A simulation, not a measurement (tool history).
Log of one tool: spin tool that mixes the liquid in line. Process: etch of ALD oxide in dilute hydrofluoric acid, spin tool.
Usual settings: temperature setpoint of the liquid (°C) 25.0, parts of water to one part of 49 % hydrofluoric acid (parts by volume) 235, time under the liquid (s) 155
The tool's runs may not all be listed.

run,hour,temperature setpoint of the liquid (°C),parts of water to one part of 49 % hydrofluoric acid (parts by volume),time under the liquid (s),"read-back film thickness of the ALD oxide reference wafer, read on the same gauge (nm)",thickness taken off the ALD oxide on a monitor wafer (angstrom)
1,0.0,25.0,235,155,109.99,177.5
2,13.8,25.0,235,155,109.96,178.0
3,33.3,25.0,235,155,110.03,176.6
4,45.9,25.0,235,155,110.00,178.6
5,69.8,25.0,235,155,110.01,177.8
6,94.0,25.0,235,155,110.02,176.1
7,107.6,25.0,235,155,109.97,176.1
8,132.2,25.0,235,155,110.00,176.6
9,167.8,25.0,235,155,109.98,176.5
10,185.8,25.0,235,155,110.04,175.9
# hour 206.5: gauge calibrated
11,217.1,21.5,330,155,110.06,101.4
12,232.2,29.0,235,90,109.99,117.7
13,263.3,25.0,235,155,110.00,175.9
14,289.5,25.0,190,130,110.02,191.1
15,315.6,27.0,150,200,110.01,417.5
16,336.8,25.0,115,195,109.99,511.9
17,353.9,25.0,235,155,109.99,176.0
18,406.6,25.0,235,155,109.99,174.5
# hour 414.8: thermometer replaced
19,428.4,26.5,235,155,109.99,198.6
20,451.0,22.0,115,60,110.04,150.1
# hour 468.8: hydrofluoric acid flow meter replaced
21,473.1,25.0,130,195,110.00,480.1
22,560.3,25.0,115,195,110.01,550.3
23,581.9,25.0,115,195,110.02,546.8
24,677.9,23.5,125,210,109.99,505.3

4 ways to go on from here, each from the tool as it stands after run 24. What would each give?
A,678.4,22.0,235,155,?,?
B,678.4,25.0,305,155,?,?
C,678.4,28.0,285,65,?,?
D,678.4,25.0,155,155,?,?

run,"read-back film thickness of the ALD oxide reference wafer, read on the same gauge (nm)",thickness taken off the ALD oxide on a monitor wafer (angstrom)
A,109.96,166.4
B,109.96,133.3
C,109.96,67.6
D,109.96,307.3
With no hidden state in the tool, these same runs would have given:
run,thickness taken off the ALD oxide on a monitor wafer (angstrom)
A,170.1
B,136.1
C,69.0
D,314.3
